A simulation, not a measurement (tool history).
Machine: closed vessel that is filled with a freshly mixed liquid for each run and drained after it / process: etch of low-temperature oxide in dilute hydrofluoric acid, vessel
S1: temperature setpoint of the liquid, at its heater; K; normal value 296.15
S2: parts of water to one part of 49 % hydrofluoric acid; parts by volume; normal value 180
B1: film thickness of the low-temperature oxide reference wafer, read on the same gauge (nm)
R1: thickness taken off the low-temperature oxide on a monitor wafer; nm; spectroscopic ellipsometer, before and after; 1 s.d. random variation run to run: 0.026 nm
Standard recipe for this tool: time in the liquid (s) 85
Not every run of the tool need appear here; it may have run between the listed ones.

{"run": 1, "hour": 0.0, "S1": 296.15, "S2": 180, "time in the liquid (s)": 100, "B1": 50.017, "R1": 4.914}
{"hour": 55.9, "done": "gauge calibrated"}
{"run": 2, "hour": 95.0, "S1": 296.15, "S2": 180, "time in the liquid (s)": 100, "B1": 50.027, "R1": 4.838}
{"run": 3, "hour": 189.8, "S1": 296.15, "S2": 180, "time in the liquid (s)": 85, "B1": 49.983, "R1": 4.105}
{"hour": 198.4, "done": "hydrofluoric acid flow meter replaced"}
{"run": 4, "hour": 231.6, "S1": 296.15, "S2": 180, "time in the liquid (s)": 85, "B1": 50.026, "R1": 4.421}
{"run": 5, "hour": 328.5, "S1": 296.15, "S2": 180, "time in the liquid (s)": 85, "B1": 49.993, "R1": 4.412}
{"run": 6, "hour": 433.3, "S1": 296.15, "S2": 180, "time in the liquid (s)": 85, "B1": 50.019, "R1": 4.343}
{"run": 7, "hour": 527.2, "S1": 296.15, "S2": 180, "time in the liquid (s)": 85, "B1": 50.003, "R1": 4.277}
{"run": 8, "hour": 600.5, "S1": 296.15, "S2": 180, "time in the liquid (s)": 85, "B1": 49.979, "R1": 4.253}
{"run": 9, "hour": 703.1, "S1": 296.15, "S2": 110, "time in the liquid (s)": 85, "B1": 49.974, "R1": 7.479}
{"run": 10, "hour": 782.0, "S1": 296.15, "S2": 180, "time in the liquid (s)": 105, "B1": 50.018, "R1": 5.183}
{"run": 11, "hour": 857.4, "S1": 296.15, "S2": 180, "time in the liquid (s)": 105, "B1": 50.018, "R1": 5.157}
{"run": 12, "hour": 953.4, "S1": 297.65, "S2": 205, "time in the liquid (s)": 85, "B1": 49.983, "R1": 3.709}
{"run": 13, "hour": 1014.8, "S1": 299.15, "S2": 180, "time in the liquid (s)": 85, "B1": 50.017, "R1": 4.587}
{"run": 14, "hour": 1081.7, "S1": 299.15, "S2": 180, "time in the liquid (s)": 85, "B1": 49.999, "R1": 4.572}
{"run": 15, "hour": 1172.4, "S1": 299.15, "S2": 180, "time in the liquid (s)": 85, "B1": 50.007, "R1": 4.56}
{"run": 16, "hour": 1223.5, "S1": 298.65, "S2": 180, "time in the liquid (s)": 85, "B1": 49.996, "R1": 4.414}
{"hour": 1228.3, "done": "thermometer replaced"}
{"run": 17, "hour": 1317.4, "S1": 293.15, "S2": 155, "time in the liquid (s)": 120, "B1": 50.004, "R1": 6.226}
{"run": 18, "hour": 1379.6, "S1": 296.15, "S2": 180, "time in the liquid (s)": 85, "B1": 50.006, "R1": 4.176}
{"hour": 1423.3, "done": "hydrofluoric acid flow meter replaced"}
{"run": 19, "hour": 1466.1, "S1": 300.15, "S2": 250, "time in the liquid (s)": 100, "B1": 49.988, "R1": 4.042}
{"run": 20, "hour": 1532.6, "S1": 296.15, "S2": 180, "time in the liquid (s)": 85, "B1": 50.007, "R1": 4.465}
{"run": 21, "hour": 1622.9, "S1": 296.15, "S2": 180, "time in the liquid (s)": 85, "B1": 49.985, "R1": 4.472}
{"run": 22, "hour": 1667.9, "S1": 296.15, "S2": 180, "time in the liquid (s)": 70, "B1": 49.996, "R1": 3.615}
{"run": 23, "hour": 1771.1, "S1": 296.15, "S2": 180, "time in the liquid (s)": 85, "B1": 49.998, "R1": 4.393}
{"run": 24, "hour": 1842.6, "S1": 296.15, "S2": 240, "time in the liquid (s)": 40, "B1": 50.008, "R1": 1.426}
{"hour": 1873.0, "done": "gauge calibrated"}
{"run": 25, "hour": 1916.3, "S1": 296.15, "S2": 90, "time in the liquid (s)": 120, "B1": 49.984, "R1": 13.439}

Run 26 is up next; what results do you expect?
{"run": 26, "hour": 1974.8, "S1": 293.15, "S2": 105, "time in the liquid (s)": 55, "B1": "?", "R1": "?"}

B1: 49.993
R1: 4.568 nm
The same run, on a tool lacking any hidden state, would have yielded R1 4.856 nm.

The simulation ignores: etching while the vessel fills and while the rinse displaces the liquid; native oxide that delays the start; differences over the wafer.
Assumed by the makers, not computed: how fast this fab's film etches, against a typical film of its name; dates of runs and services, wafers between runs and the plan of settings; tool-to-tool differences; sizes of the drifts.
